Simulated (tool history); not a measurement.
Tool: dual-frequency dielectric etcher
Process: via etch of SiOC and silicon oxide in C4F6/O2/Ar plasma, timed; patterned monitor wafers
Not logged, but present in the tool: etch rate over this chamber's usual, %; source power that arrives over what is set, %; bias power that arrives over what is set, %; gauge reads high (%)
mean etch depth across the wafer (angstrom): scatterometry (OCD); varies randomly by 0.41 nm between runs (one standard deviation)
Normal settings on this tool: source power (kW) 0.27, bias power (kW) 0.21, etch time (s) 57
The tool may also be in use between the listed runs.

run,hour,source power (kW),bias power (kW),etch time (s),wafers since the last listed run,hours since the last wet clean,hours since the last source power generator calibration,hours since the last bias power generator calibration,hours since the last upper electrode change,hours since the gauge calibration,"read-back reference wafer on the same gauge, depth_nm",mean etch depth across the wafer (angstrom)
1,0,0.27,0.21,57,0,147.3,2761.9,2500.6,269.2,1125.9,55.6,626
# hour 16: source power generator calibrated
2,24.1,0.27,0.227,57,320,171.4,8.1,2524.7,293.3,1150,55.5,654
3,85.8,0.27,0.21,57,983,233.1,69.8,2586.4,355,1211.7,55.6,627
4,197,0.27,0.21,57,1773,344.3,181,2697.6,466.2,1322.9,55.5,629
5,245.2,0.27,0.21,57,768,392.5,229.2,2745.8,514.4,1371.1,55.5,625
# hour 292.9: gauge calibrated
6,309.6,0.27,0.21,57,1026,456.9,293.6,2810.2,578.8,16.7,55.5,638
7,342.3,0.32,0.226,63.5,521,489.6,326.3,2842.9,611.5,49.4,55.7,790
# hour 387.7: wet clean of the chamber
8,388.2,0.27,0.21,57,349,0.5,372.2,2888.8,657.4,95.3,55.6,624
9,448.6,0.22,0.21,57,963,60.9,432.6,2949.2,717.8,155.7,55.5,565
10,504.6,0.22,0.239,64,892,116.9,488.6,3005.2,773.8,211.7,55.5,669
11,566.8,0.27,0.21,63,991,179.1,550.8,3067.4,836,273.9,55.5,694
12,626.2,0.27,0.21,57,947,238.5,610.2,3126.8,895.4,333.3,55.6,627
# hour 631.7: bias power generator calibrated
13,687.5,0.27,0.21,57,913,299.8,671.5,55.8,956.7,394.6,55.4,632
14,726.2,0.22,0.21,66.5,617,338.5,710.2,94.5,995.4,433.3,55.5,660
15,794.1,0.29,0.171,71,1082,406.4,778.1,162.4,1063.3,501.2,55.5,755
16,820.9,0.23,0.172,74,427,433.2,804.9,189.2,1090.1,528,55.5,697
17,852.4,0.23,0.21,57,502,464.7,836.4,220.7,1121.6,559.5,55.5,584
# hour 896: wet clean of the chamber
18,911.5,0.27,0.21,57,559,15.5,895.5,279.8,1180.7,618.6,55.5,634
19,950.8,0.27,0.18,43.5,626,54.8,934.8,319.1,1220,657.9,55.3,452
20,995.4,0.27,0.21,57,711,99.4,979.4,363.7,1264.6,702.5,55.3,631
21,1029.1,0.27,0.21,57,537,133.1,1013.1,397.4,1298.3,736.2,55.6,622
22,1085.4,0.27,0.21,57,897,189.4,1069.4,453.7,1354.6,792.5,55.5,627
23,1110.4,0.3,0.21,73.5,398,214.4,1094.4,478.7,1379.6,817.5,55.6,845
24,1173.5,0.27,0.242,57,1006,277.5,1157.5,541.8,1442.7,880.6,55.5,675
25,1225.5,0.24,0.21,57,829,329.5,1209.5,593.8,1494.7,932.6,55.5,599
26,1258.8,0.31,0.252,57,530,362.8,1242.8,627.1,1528,965.9,55.5,726
27,1314.8,0.27,0.253,44.5,892,418.8,1298.8,683.1,1584,1021.9,55.6,529
28,1349.2,0.27,0.184,64.5,548,453.2,1333.2,717.5,1618.4,1056.3,55.4,683
29,1375.4,0.24,0.21,74,417,479.4,1359.4,743.7,1644.6,1082.5,55.4,764

What the log doesn't show, run by run:
etch rate over this chamber's usual, %: 0 in every run
source power that arrives over what is set, %: 0 in every run
bias power that arrives over what is set, %: 0 in every run
gauge reads high (%): 0 in every run
